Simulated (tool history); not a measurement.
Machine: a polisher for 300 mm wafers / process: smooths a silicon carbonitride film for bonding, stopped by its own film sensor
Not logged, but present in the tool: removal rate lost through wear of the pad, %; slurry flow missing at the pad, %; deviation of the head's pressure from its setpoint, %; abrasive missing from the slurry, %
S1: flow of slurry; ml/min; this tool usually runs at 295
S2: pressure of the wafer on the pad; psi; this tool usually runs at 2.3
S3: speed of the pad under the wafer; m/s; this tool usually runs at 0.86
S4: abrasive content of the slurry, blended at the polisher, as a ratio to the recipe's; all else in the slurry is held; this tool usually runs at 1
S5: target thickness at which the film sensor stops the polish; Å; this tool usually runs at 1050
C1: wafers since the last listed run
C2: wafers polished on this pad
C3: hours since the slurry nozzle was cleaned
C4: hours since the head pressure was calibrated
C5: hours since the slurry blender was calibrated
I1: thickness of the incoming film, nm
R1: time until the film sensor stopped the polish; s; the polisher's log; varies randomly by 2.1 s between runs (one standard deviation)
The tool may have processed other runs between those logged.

| run | hour | S1 | S2 | S3 | S4 | S5 | C1 | C2 | C3 | C4 | C5 | I1 | R1 |
|---|---|---|---|---|---|---|---|---|---|---|---|---|---|
| 1 | 0 | 295 | 2.3 | 0.86 | 1 | 1050 | 0 | 535 | 231.2 | 159.9 | 134.1 | 129.3 | 108.9 |
|  | 29.3 | slurry nozzle cleaned |
| 2 | 52.5 | 295 | 2.3 | 0.86 | 1 | 1050 | 486 | 1022 | 23.2 | 212.4 | 186.6 | 128.7 | 104.2 |
| 3 | 96.2 | 295 | 2.3 | 0.86 | 1 | 1050 | 413 | 1435 | 66.9 | 256.1 | 230.3 | 130.7 | 115 |
|  | 143.9 | slurry blender recalibrated |
| 4 | 158.4 | 295 | 2.1 | 0.86 | 1 | 1050 | 568 | 2004 | 129.1 | 318.3 | 14.5 | 132.4 | 135.9 |
|  | 202.3 | worn pad replaced by a new one |
| 5 | 224.4 | 295 | 2.1 | 0.86 | 1 | 1050 | 585 | 208 | 195.1 | 384.3 | 80.5 | 130.1 | 106.2 |
| 6 | 296.1 | 295 | 2.3 | 0.86 | 1 | 1050 | 677 | 886 | 266.8 | 456 | 152.2 | 130.8 | 107.2 |
|  | 334.8 | slurry nozzle cleaned |
| 7 | 367.2 | 295 | 2.3 | 0.86 | 1 | 1050 | 662 | 1548 | 32.4 | 527.1 | 223.3 | 128.6 | 101.6 |
|  | 372.3 | slurry blender recalibrated |
|  | 418.2 | worn pad replaced by a new one |
| 8 | 423.2 | 295 | 1.7 | 0.86 | 1 | 1000 | 472 | 47 | 88.4 | 583.1 | 50.9 | 130.5 | 162.7 |
| 9 | 467.5 | 295 | 2.3 | 0.86 | 1 | 1050 | 418 | 465 | 132.7 | 627.4 | 95.2 | 129.9 | 96.4 |
| 10 | 533.3 | 295 | 2.3 | 0.86 | 1 | 1050 | 621 | 1087 | 198.5 | 693.2 | 161 | 128.8 | 95.9 |

Estimate the outcome of run 11 from the log above:
|  | 567 | slurry nozzle cleaned |
| 11 | 580.5 | 295 | 2.3 | 0.86 | 1 | 1050 | 436 | 1524 | 13.5 | 740.4 | 208.2 | 130.6 | ? |

Logged for run 11: R1 107.7 s.
With no hidden state in the tool, this same run would have given R1 109.8 s.

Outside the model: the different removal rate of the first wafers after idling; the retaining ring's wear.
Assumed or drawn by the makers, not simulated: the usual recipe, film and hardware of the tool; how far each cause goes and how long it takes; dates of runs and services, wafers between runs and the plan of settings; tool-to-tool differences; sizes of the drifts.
